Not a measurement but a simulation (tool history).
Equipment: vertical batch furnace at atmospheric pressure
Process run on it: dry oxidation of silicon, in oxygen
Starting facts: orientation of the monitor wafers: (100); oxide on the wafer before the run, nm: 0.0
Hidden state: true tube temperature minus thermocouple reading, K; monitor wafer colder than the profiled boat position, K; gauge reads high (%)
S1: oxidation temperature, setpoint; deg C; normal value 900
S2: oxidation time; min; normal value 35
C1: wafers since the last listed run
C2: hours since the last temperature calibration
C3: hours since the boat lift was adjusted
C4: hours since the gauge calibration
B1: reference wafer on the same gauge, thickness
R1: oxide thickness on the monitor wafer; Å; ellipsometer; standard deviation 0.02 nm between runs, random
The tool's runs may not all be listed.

| run | hour | S1 | S2 | C1 | C2 | C3 | C4 | B1 | R1 |
|---|---|---|---|---|---|---|---|---|---|
| 1 | 0 | 900 | 35 | 0 | 4321.5 | 5548.9 | 89.8 | 11.9 | 136.3 |
| 2 | 14.3 | 900 | 35 | 213 | 4335.8 | 5563.2 | 104.1 | 11.9 | 136 |
| 3 | 29.6 | 900 | 35 | 228 | 4351.1 | 5578.5 | 119.4 | 11.91 | 136.2 |
| 4 | 41.9 | 909 | 35 | 183 | 4363.4 | 5590.8 | 131.7 | 11.9 | 149.9 |
| 5 | 55.1 | 892 | 35 | 197 | 4376.6 | 5604 | 144.9 | 11.9 | 124.9 |
|  | 88.8 | boat lift adjusted |
| 6 | 89.3 | 892 | 35 | 152 | 4410.8 | 0.5 | 179.1 | 11.9 | 124.8 |
| 7 | 93.2 | 900 | 40 | 58 | 4414.7 | 4.4 | 183 | 11.9 | 149.1 |
| 8 | 97.1 | 900 | 40 | 58 | 4418.6 | 8.3 | 186.9 | 11.9 | 149.1 |
| 9 | 101 | 916 | 18.5 | 58 | 4422.5 | 12.2 | 190.8 | 11.9 | 104.1 |
|  | 129.3 | thermocouples replaced and temperature profile calibrated |
| 10 | 129.8 | 876 | 22.5 | 71 | 0.5 | 41 | 219.6 | 11.9 | 75.9 |
| 11 | 133.7 | 892 | 46 | 58 | 4.4 | 44.9 | 223.5 | 11.9 | 150.8 |
|  | 136.5 | gauge calibrated |
| 12 | 137.6 | 900 | 35 | 58 | 8.3 | 48.8 | 1.1 | 11.9 | 136.2 |
| 13 | 143.9 | 889 | 29.5 | 94 | 14.6 | 55.1 | 7.4 | 11.9 | 107.1 |
| 14 | 150.6 | 888 | 28 | 100 | 21.3 | 61.8 | 14.1 | 11.9 | 102.2 |
| 15 | 164 | 892 | 35 | 200 | 34.7 | 75.2 | 27.5 | 11.9 | 124.9 |
| 16 | 170.1 | 885 | 49.5 | 91 | 40.8 | 81.3 | 33.6 | 11.91 | 147.1 |
| 17 | 187 | 900 | 35 | 252 | 57.7 | 98.2 | 50.5 | 11.9 | 136.3 |

Below are 3 alternative next runs, each starting from the tool's condition after run 17. Predict each:
| A | 191 | 900 | 35 | 59 | 61.7 | 102.2 | 54.5 | ? | ? |
| B | 191 | 881 | 35 | 59 | 61.7 | 102.2 | 54.5 | ? | ? |
| C | 191 | 886 | 35 | 59 | 61.7 | 102.2 | 54.5 | ? | ? |

| run | B1 | R1 |
|---|---|---|
| A | 11.9 | 136.3 |
| B | 11.9 | 110.6 |
| C | 11.9 | 117 |
With the hidden condition removed and each run's random variation left untouched, the same runs would have given:
| run | R1 |
|---|---|
| A | 136.3 |
| B | 110.6 |
| C | 117 |

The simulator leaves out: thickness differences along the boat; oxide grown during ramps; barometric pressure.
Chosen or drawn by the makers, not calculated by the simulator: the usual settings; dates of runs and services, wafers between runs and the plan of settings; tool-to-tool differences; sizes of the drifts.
